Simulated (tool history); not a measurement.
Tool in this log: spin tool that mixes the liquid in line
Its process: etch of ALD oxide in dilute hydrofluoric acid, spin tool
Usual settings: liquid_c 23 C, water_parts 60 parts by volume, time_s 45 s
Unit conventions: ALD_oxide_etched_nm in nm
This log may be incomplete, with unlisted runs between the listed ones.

run	hour	liquid_c	water_parts	time_s	wafers since the last listed run	hours since the thermometer was replaced	hours since the hydrofluoric acid flow meter was replaced	hours since the gauge calibration	read-back film thickness of the ALD oxide reference wafer, read on the same gauge (nm)	ALD_oxide_etched_nm
1	0	23	60	45	0	2208.8	606.2	145.1	80	8.8
2	19.5	23	50	45	367	2228.3	625.7	164.6	80.04	10.74
3	34.5	23	60	45	282	2243.3	640.7	179.6	79.98	8.8
4	50.5	23	60	45	301	2259.3	656.7	195.6	79.98	8.85
5	69.1	23	60	45	350	2277.9	675.3	214.2	79.97	8.77
6	88.9	23	60	45	372	2297.7	695.1	234	79.99	8.85
7	119.4	23	60	45	574	2328.2	725.6	264.5	80.01	8.9
8	136.1	23	40	45	314	2344.9	742.3	281.2	80	13.53
9	157.7	23	40	45	406	2366.5	763.9	302.8	79.97	13.56
10	191	23	40	45	627	2399.8	797.2	336.1	79.98	13.8
# hour 205.1: hydrofluoric acid flow meter replaced
# hour 214.6: gauge calibrated
11	224	23	85	45	602	2432.8	18.9	9.4	80.03	5.47
12	236.3	23	85	45	231	2445.1	31.2	21.7	80.02	5.42
13	257.3	23	85	45	395	2466.1	52.2	42.7	80.03	5.42
# hour 276: thermometer replaced
14	276.5	23	60	45	342	0.5	71.4	61.9	80.03	7.99

What will run 15 give?
15	303.2	23	40	45	502	27.2	98.1	88.6	?	?

Run 15 produced read-back film thickness of the ALD oxide reference wafer, read on the same gauge (nm) 80.01, ALD_oxide_etched_nm 12.36 nm.
Minus the tool's unlogged condition, the same run would have read ALD_oxide_etched_nm 12.17 nm.
